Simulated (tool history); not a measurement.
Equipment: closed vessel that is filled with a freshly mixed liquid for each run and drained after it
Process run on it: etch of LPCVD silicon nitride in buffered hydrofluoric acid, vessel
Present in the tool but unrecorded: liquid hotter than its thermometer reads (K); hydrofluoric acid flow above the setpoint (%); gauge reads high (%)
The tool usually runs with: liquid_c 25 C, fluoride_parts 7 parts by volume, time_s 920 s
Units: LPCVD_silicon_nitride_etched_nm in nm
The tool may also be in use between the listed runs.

run	hour	liquid_c	fluoride_parts	time_s	wafers since the last listed run	hours since the thermometer was replaced	hours since the hydrofluoric acid flow meter was replaced	hours since the gauge calibration	read-back film thickness of the LPCVD silicon nitride reference wafer, read on the same gauge (nm)	LPCVD_silicon_nitride_etched_nm
1	0	25	7	920	0	1648.2	835.6	175.5	80	28.81
2	9.4	25	7	920	348	1657.6	845	184.9	80.04	28.89
3	24.4	25	7	920	556	1672.6	860	199.9	79.98	28.72
4	34.3	25	7	920	367	1682.5	869.9	209.8	80.03	29.06
5	48.4	25	7	920	523	1696.6	884	223.9	79.99	29.01
6	54.7	25	7	920	233	1702.9	890.3	230.2	80.06	29.1
7	69.6	25	9	920	552	1717.8	905.2	245.1	80	22.57
8	76	25	7	920	237	1724.2	911.6	251.5	79.96	29.06
9	82.9	25	7	920	256	1731.1	918.5	258.4	79.97	29
10	91.1	24	7	920	304	1739.3	926.7	266.6	80.01	27.76
11	100	24	7	920	330	1748.2	935.6	275.5	80.01	27.65
12	110.3	24	7	920	382	1758.5	945.9	285.8	80.01	27.59
13	127.5	25	7	920	638	1775.7	963.1	303	80	29.33
14	134.1	25	7	920	244	1782.3	969.7	309.6	80.02	29.4
15	147.9	25	7	920	512	1796.1	983.5	323.4	79.98	29.18
16	157.8	25	7	920	367	1806	993.4	333.3	79.99	29.62
# hour 161.9: hydrofluoric acid flow meter replaced
17	171.2	25	5	920	460	1819.4	9.3	346.7	80.04	35.49
18	188.3	25	7	555	634	1836.5	26.4	363.8	80.03	16.17
19	199.6	22	5	1135	419	1847.8	37.7	375.1	80.03	37.63
20	214.5	25	7	920	552	1862.7	52.6	390	80	26.93
21	222.3	25	7	920	289	1870.5	60.4	397.8	80	26.71
# hour 225.5: gauge calibrated
22	235.3	22.5	6	920	482	1883.5	73.4	9.8	80.03	26.71
# hour 247.6: thermometer replaced
23	250.8	25	9.5	540	538	3.2	88.9	25.3	79.94	10.48
24	260.6	23.5	6	660	363	13	98.7	35.1	79.99	18.33
25	276.9	21	8.5	920	604	29.3	115	51.4	80.01	15.92
26	292.1	27	7	565	564	44.5	130.2	66.6	79.99	16.71
27	309.5	25	7	920	645	61.9	147.6	84	79.98	24.55
28	319.9	25	7	920	385	72.3	158	94.4	79.97	24.43
29	343.2	25	7	920	864	95.6	181.3	117.7	80	24.51
30	352.7	29.5	5	425	352	105.1	190.8	127.2	79.96	19.44
31	362.6	25	6	920	367	115	200.7	137.1	80.02	28.6
32	373.7	25	9	1130	411	126.1	211.8	148.2	79.98	23.43
33	386.2	25	7	920	463	138.6	224.3	160.7	80.03	24.96

What if the next run were any one of these 3? Each begins from the tool's condition after run 33:
A	387.1	25	7	405	33	139.5	225.2	161.6	?	?
B	387.1	28.5	5.5	1440	33	139.5	225.2	161.6	?	?
C	387.1	25	8	1225	33	139.5	225.2	161.6	?	?

run	read-back film thickness of the LPCVD silicon nitride reference wafer, read on the same gauge (nm)	LPCVD_silicon_nitride_etched_nm
A	80.01	10.92
B	80.01	57.52
C	80.01	28.78
Without the tool's hidden state the same runs would have given:
run	LPCVD_silicon_nitride_etched_nm
A	10.34
B	54.51
C	27.07
